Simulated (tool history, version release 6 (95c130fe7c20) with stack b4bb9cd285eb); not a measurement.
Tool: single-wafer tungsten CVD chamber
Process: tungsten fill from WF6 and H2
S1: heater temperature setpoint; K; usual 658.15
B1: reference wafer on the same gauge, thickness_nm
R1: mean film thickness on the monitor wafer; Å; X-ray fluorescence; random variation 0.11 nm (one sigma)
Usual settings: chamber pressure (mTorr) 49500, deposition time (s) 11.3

run 1 day=0 | S1=658.15 chamber_pressure_(mTorr)=49500 deposition_time_(s)=11.3 | B1=31.907 | R1=279.85
run 2 day=2.304 | S1=658.15 chamber_pressure_(mTorr)=49500 deposition_time_(s)=11.3 | B1=31.955 | R1=277.96
run 3 day=5.383 | S1=658.15 chamber_pressure_(mTorr)=49500 deposition_time_(s)=11.3 | B1=31.907 | R1=276.71
run 4 day=7.721 | S1=658.15 chamber_pressure_(mTorr)=49500 deposition_time_(s)=12.4 | B1=31.934 | R1=303.66
run 5 day=10.938 | S1=658.15 chamber_pressure_(mTorr)=49500 deposition_time_(s)=12.4 | B1=31.911 | R1=305.79
run 6 day=14.133 | S1=658.15 chamber_pressure_(mTorr)=49500 deposition_time_(s)=12.4 | B1=31.925 | R1=304.01
run 7 day=18.112 | S1=658.15 chamber_pressure_(mTorr)=49500 deposition_time_(s)=11.3 | B1=31.951 | R1=277.58
run 8 day=19.888 | S1=658.15 chamber_pressure_(mTorr)=49500 deposition_time_(s)=11.3 | B1=31.871 | R1=276.38
run 9 day=24.262 | S1=658.15 chamber_pressure_(mTorr)=49500 deposition_time_(s)=11.3 | B1=31.959 | R1=276.85
-- day=26.671 thermocouple changed; heater temperature recalibrated
run 10 day=27.133 | S1=658.15 chamber_pressure_(mTorr)=49500 deposition_time_(s)=11.3 | B1=31.889 | R1=290.18
run 11 day=31.283 | S1=668.15 chamber_pressure_(mTorr)=60500 deposition_time_(s)=10.5 | B1=31.887 | R1=345.84
run 12 day=34.492 | S1=658.15 chamber_pressure_(mTorr)=49500 deposition_time_(s)=11.3 | B1=31.911 | R1=286.82
-- day=35.167 gauge calibrated
run 13 day=37.554 | S1=658.15 chamber_pressure_(mTorr)=49500 deposition_time_(s)=9.1 | B1=31.907 | R1=230
-- day=41.112 showerhead replaced
run 14 day=41.692 | S1=658.15 chamber_pressure_(mTorr)=49500 deposition_time_(s)=10.6 | B1=31.906 | R1=267.02
-- day=43.204 capacitance manometer re-zeroed and calibrated
run 15 day=43.404 | S1=671.15 chamber_pressure_(mTorr)=56900 deposition_time_(s)=11.3 | B1=31.932 | R1=376.63
run 16 day=45.262 | S1=665.15 chamber_pressure_(mTorr)=59700 deposition_time_(s)=12.1 | B1=31.898 | R1=372.08
run 17 day=47.946 | S1=666.15 chamber_pressure_(mTorr)=56300 deposition_time_(s)=9.8 | B1=31.962 | R1=295.92
run 18 day=52.079 | S1=644.15 chamber_pressure_(mTorr)=60500 deposition_time_(s)=13.1 | B1=31.925 | R1=275.89
run 19 day=59.254 | S1=666.15 chamber_pressure_(mTorr)=56300 deposition_time_(s)=9.8 | B1=31.898 | R1=295.66
run 20 day=62.458 | S1=658.15 chamber_pressure_(mTorr)=49500 deposition_time_(s)=10.3 | B1=31.939 | R1=255.59

Forecast each of these 5 alternatives for the next run:
run A day=62.475 | S1=658.15 chamber_pressure_(mTorr)=49500 deposition_time_(s)=11.3 | B1=? | R1=?
run B day=62.475 | S1=658.15 chamber_pressure_(mTorr)=61000 deposition_time_(s)=9.4 | B1=? | R1=?
run C day=62.475 | S1=658.15 chamber_pressure_(mTorr)=40600 deposition_time_(s)=11.3 | B1=? | R1=?
run D day=62.475 | S1=665.15 chamber_pressure_(mTorr)=49500 deposition_time_(s)=11.3 | B1=? | R1=?
run E day=62.475 | S1=658.15 chamber_pressure_(mTorr)=49500 deposition_time_(s)=10.4 | B1=? | R1=?

run=A B1=31.914 R1=279.84
run=B B1=31.914 R1=254.94
run=C B1=31.914 R1=256.01
run=D B1=31.914 R1=316.11
run=E B1=31.914 R1=257.46
Without the tool's hidden state the same runs would have given:
run=A R1=292.28
run=B R1=266.27
run=C R1=267.4
run=D R1=329.73
run=E R1=268.91
